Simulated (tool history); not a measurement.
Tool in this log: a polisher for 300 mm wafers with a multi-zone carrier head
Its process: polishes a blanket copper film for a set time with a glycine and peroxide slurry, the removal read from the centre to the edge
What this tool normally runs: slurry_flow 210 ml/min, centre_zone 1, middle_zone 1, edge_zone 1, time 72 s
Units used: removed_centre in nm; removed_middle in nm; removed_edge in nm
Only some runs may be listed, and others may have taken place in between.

run,day,slurry_flow,centre_zone,middle_zone,edge_zone,time,wafers since the last listed run,wafers polished on this pad,hours since the slurry nozzle was cleaned,hours since the centre zone pressure was calibrated,hours since the edge zone pressure was calibrated,hours since the carrier head's membrane was replaced,"incoming thickness of the incoming film, nm",removed_centre,removed_middle,removed_edge
1,0,210,1,1,1,72,0,1044,142.9,73.6,163.1,138.8,1931.6,482.9,520.8,511
2,0.958,210,1,1,1,72,277,1322,165.9,96.6,186.1,161.8,1920,471.6,523.8,506.5
3,1.842,210,1,1,1,72,255,1577,187.1,117.8,207.3,183,1920.6,467.4,509.2,505.4
4,2.383,210,1,1,1,72,156,1734,200.1,130.8,220.3,196,1936.4,460.7,505.4,501.1
5,3.85,210,1,1,1,72,424,2158,235.3,166,255.5,231.2,1897.2,442.4,497.7,494.7
# day 4.654: slurry nozzle cleaned
6,4.946,160,1,1,1,72,305,2463,7,192.3,281.8,257.5,1924.1,449.6,498.9,495.7
7,6.362,180,1,1,1,72,409,2873,41,226.3,315.8,291.5,1894.5,460.9,525.2,502.8
# day 7.042: worn pad replaced by a new one
8,7.142,210,1.09,0.95,0.9,66,177,28,59.7,245,334.5,310.2,1888.4,471.5,465.7,445
9,7.962,210,0.92,1.05,1.11,84,237,266,79.4,264.7,354.2,329.9,1941.7,516.8,640.6,634.8
10,8.842,210,1,1,1,72,254,520,100.5,285.8,375.3,351,1912.9,463.7,529.3,524.1
11,9.904,210,1,0.94,1.08,72,307,828,126,311.3,400.8,376.5,1934.6,467.3,504.7,534.4
# day 11.112: centre zone pressure recalibrated
12,11.271,210,1.12,1,1,72,371,1199,158.8,3.8,433.6,409.3,1906.9,573.5,521.2,513.6
13,11.867,210,1.1,1,1,90,172,1371,173.1,18.1,447.9,423.6,1920.8,688.7,660.8,629.2
14,12.667,210,1,1,1,72,231,1603,192.3,37.3,467.1,442.8,1919.7,483.3,506.8,505.8
15,13.979,210,1,0.91,1,72,379,1983,223.8,68.8,498.6,474.3,1933.5,452.8,466.6,495.4
# day 16.25: slurry nozzle cleaned
16,17.067,255,1,1,1,72,881,2864,19.6,142.9,572.7,548.4,1925.8,501,559,528.8
# day 17.688: worn pad replaced by a new one
17,20.754,210,1.07,1.05,0.92,72,1018,886,108.1,231.4,661.2,636.9,1950.3,488.5,548.7,501.8
18,21.642,210,1.03,1.05,1,72,256,1143,129.4,252.7,682.5,658.2,1905.1,487.1,539.9,505.4
19,23.104,210,1,1,1,72,423,1566,164.5,287.8,717.6,693.3,1930,457,509.2,506.2
20,24.167,160,1,1,1,94,307,1874,190,313.3,743.1,718.8,1902.1,550.4,633.4,625.7
# day 25.475: centre zone pressure recalibrated
21,25.625,165,1.11,1.11,1,91,397,2272,225,3.6,778.1,753.8,1902,623.1,646.6,595.4
# day 25.988: worn pad replaced by a new one
22,26.158,210,1,1,0.9,81,106,49,237.8,16.4,790.9,766.6,1908.7,517.3,555.1,534.7
23,26.842,210,1,1,1,72,197,246,254.2,32.8,807.3,783,1891.3,428.5,479.6,486.4

Entry by entry between the runs, the difference in hidden state between the last listed run before and the first listed run after:
Runs 5 to 6: slurry nozzle cleaned (day 4.654)
  slurry flow missing at the pad, %: 33.1 -> 1.1; deviation of the centre zone's pressure from its setpoint, %: -10.2 -> -10.8
  measured result minus the result with no hidden state, removed_centre: -88.7 -> -48.8 nm; removed_middle: -40.4 -> -0.8 nm; removed_edge: -29 -> -0.8 nm
Runs 7 to 8: worn pad replaced by a new one (day 7.042)
  slurry flow missing at the pad, %: 2.06 -> 3.18; deviation of the centre zone's pressure from its setpoint, %: -11.3 -> -11.6
  measured result minus the result with no hidden state, removed_centre: -53.8 -> -56.7 nm; removed_middle: -1.7 -> -2 nm; removed_edge: -1.4 -> -1.7 nm
Runs 11 to 12: centre zone pressure recalibrated (day 11.112)
  slurry flow missing at the pad, %: 10.5 -> 16; deviation of the centre zone's pressure from its setpoint, %: -12.2 -> -0.335
  measured result minus the result with no hidden state, removed_centre: -67.5 -> -20.9 nm; removed_middle: -8.8 -> -15.6 nm; removed_edge: -7.1 -> -11.3 nm
Runs 15 to 16: slurry nozzle cleaned (day 16.25)
  slurry flow missing at the pad, %: 30.7 -> 2.46; deviation of the centre zone's pressure from its setpoint, %: -5.77 -> -9.08
  measured result minus the result with no hidden state, removed_centre: -63.5 -> -45.9 nm; removed_middle: -33.8 -> -1.5 nm; removed_edge: -26 -> -1.2 nm
Runs 16 to 17: worn pad replaced by a new one (day 17.688)
  slurry flow missing at the pad, %: 2.46 -> 9.15; deviation of the centre zone's pressure from its setpoint, %: -9.08 -> -11
  measured result minus the result with no hidden state, removed_centre: -45.9 -> -62 nm; removed_middle: -1.5 -> -8.3 nm; removed_edge: -1.2 -> -5.8 nm
Runs 20 to 21: centre zone pressure recalibrated (day 25.475)
  slurry flow missing at the pad, %: 23.6 -> 32.2; deviation of the centre zone's pressure from its setpoint, %: -11.8 -> -3.05
  measured result minus the result with no hidden state, removed_centre: -111.1 -> -91.9 nm; removed_middle: -41.8 -> -65.9 nm; removed_edge: -29.3 -> -42.2 nm
Runs 21 to 22: worn pad replaced by a new one (day 25.988)
  slurry flow missing at the pad, %: 32.2 -> 35.7; deviation of the centre zone's pressure from its setpoint, %: -3.05 -> -4.39
  measured result minus the result with no hidden state, removed_centre: -91.9 -> -77.3 nm; removed_middle: -65.9 -> -51.3 nm; removed_edge: -42.2 -> -35.5 nm
